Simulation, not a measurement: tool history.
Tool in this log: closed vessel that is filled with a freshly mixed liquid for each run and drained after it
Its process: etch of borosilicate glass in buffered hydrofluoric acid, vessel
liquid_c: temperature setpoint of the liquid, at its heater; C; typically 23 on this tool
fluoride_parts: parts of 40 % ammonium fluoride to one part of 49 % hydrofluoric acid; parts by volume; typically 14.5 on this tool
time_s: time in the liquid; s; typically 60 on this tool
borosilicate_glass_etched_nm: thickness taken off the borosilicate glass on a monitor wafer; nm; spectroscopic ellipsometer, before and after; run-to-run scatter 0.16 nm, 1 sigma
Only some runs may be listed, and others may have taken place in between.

run,hour,liquid_c,fluoride_parts,time_s,wafers since the last listed run,hours since the thermometer was replaced,hours since the hydrofluoric acid flow meter was replaced,hours since the gauge calibration,"read-back film thickness of the borosilicate glass reference wafer, read on the same gauge (nm)",borosilicate_glass_etched_nm
1,0,20,14.5,60,0,895.2,1839.2,463,119.97,36.91
2,59.7,20,14.5,60,7720,954.9,1898.9,522.7,120.01,36.89
3,105,23,17.5,60,5858,1000.2,1944.2,568,120,35.84
4,191.4,23,12.5,75,11174,1086.6,2030.6,654.4,120.01,62.37
5,247.9,21,14.5,60,7307,1143.1,2087.1,710.9,120,38.56
6,321.7,23,17,60,9544,1216.9,2160.9,784.7,120.01,36.43
7,397.1,23,17,60,9751,1292.3,2236.3,860.1,119.98,36.59
# hour 412.5: hydrofluoric acid flow meter replaced
8,436.9,23,17,60,5017,1332.1,24.4,899.9,120.03,38.19
9,513.6,23,14.5,60,9919,1408.8,101.1,976.6,120.01,44.55
10,559.2,20,17.5,60,5897,1454.4,146.7,1022.2,119.99,31.13
# hour 575.2: gauge calibrated
11,647.9,19,14.5,85,11471,1543.1,235.4,72.7,120,50.17
12,753.7,23,14.5,60,13683,1648.9,341.2,178.5,120.02,43.91
# hour 758.5: thermometer replaced
13,847,23,17,60,11937,88.5,434.5,271.8,119.99,39.37
14,896,23,14.5,35,6337,137.5,483.5,320.8,119.98,26.87
15,1014.8,23,14.5,60,15364,256.3,602.3,439.6,120,45.78
16,1123.1,19.5,17.5,40,14006,364.6,710.6,547.9,120,20.85
17,1206.4,23,17.5,90,10773,447.9,793.9,631.2,120.01,56.79
18,1251,28,18.5,60,5768,492.5,838.5,675.8,119.98,46.38

Below are 5 alternative next runs, each starting from the tool's condition after run 18. Predict each:
A,1251.7,23,14.5,60,90,493.2,839.2,676.5,?,?
B,1251.7,23,20,70,90,493.2,839.2,676.5,?,?
C,1251.7,23,8.5,45,90,493.2,839.2,676.5,?,?
D,1251.7,23,19,70,90,493.2,839.2,676.5,?,?
E,1251.7,23,14.5,30,90,493.2,839.2,676.5,?,?

run,"read-back film thickness of the borosilicate glass reference wafer, read on the same gauge (nm)",borosilicate_glass_etched_nm
A,120.06,45.16
B,120.06,38.53
C,120.06,55.62
D,120.06,40.3
E,120.06,22.58
What these runs would have given with no unlogged condition in the tool:
run,borosilicate_glass_etched_nm
A,46.67
B,39.58
C,57.6
D,41.65
E,23.34
